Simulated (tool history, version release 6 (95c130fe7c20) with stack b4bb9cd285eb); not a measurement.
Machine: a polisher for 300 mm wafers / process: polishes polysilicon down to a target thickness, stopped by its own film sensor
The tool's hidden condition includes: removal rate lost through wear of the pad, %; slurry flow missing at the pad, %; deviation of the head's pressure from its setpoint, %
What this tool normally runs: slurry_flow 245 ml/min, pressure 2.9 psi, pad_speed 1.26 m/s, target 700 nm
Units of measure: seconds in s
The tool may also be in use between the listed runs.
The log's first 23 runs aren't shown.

run	hour	slurry_flow	pressure	pad_speed	target	wafers since the last listed run	wafers polished on this pad	hours since the slurry nozzle was cleaned	hours since the head pressure was calibrated	incoming thickness of the incoming film, nm	seconds
24	363.4	175	2.9	0.82	700	185	772	63.7	139.2	1635.4	96.0
25	376.1	185	2.6	1.42	833	144	917	76.4	151.9	1642.2	67.0
26	392.8	245	2.9	1.26	700	190	1107	93.1	168.6	1640.1	79.4
27	408.2	245	2.9	1.26	700	175	1283	108.5	184.0	1638.5	79.9
28	416.9	245	2.9	1.26	389	99	1382	117.2	192.7	1645.1	109.2
# hour 429.8: worn pad replaced by a new one
29	434.8	210	2.9	0.98	574	158	56	135.1	210.6	1657.3	104.2
30	451.1	165	2.9	1.60	700	185	242	151.4	226.9	1663.1	72.2
31	457.3	245	2.9	1.26	700	70	313	157.6	233.1	1644.7	77.4
32	468.0	270	2.9	1.12	700	121	434	168.3	243.8	1658.1	85.3
33	479.0	245	2.9	1.26	978	125	560	179.3	254.8	1643.1	57.4
34	492.4	245	2.9	1.52	609	152	712	192.7	268.2	1648.9	78.6

The next listed run, before its measurement:
35	498.5	175	3.3	1.42	464	69	782	198.8	274.3	1630.1	?

{"run 35": {"seconds": 86.8}}
Take away the tool's hidden state, keep the run-to-run variation as it was, and the same run would have given seconds 82.1 s.
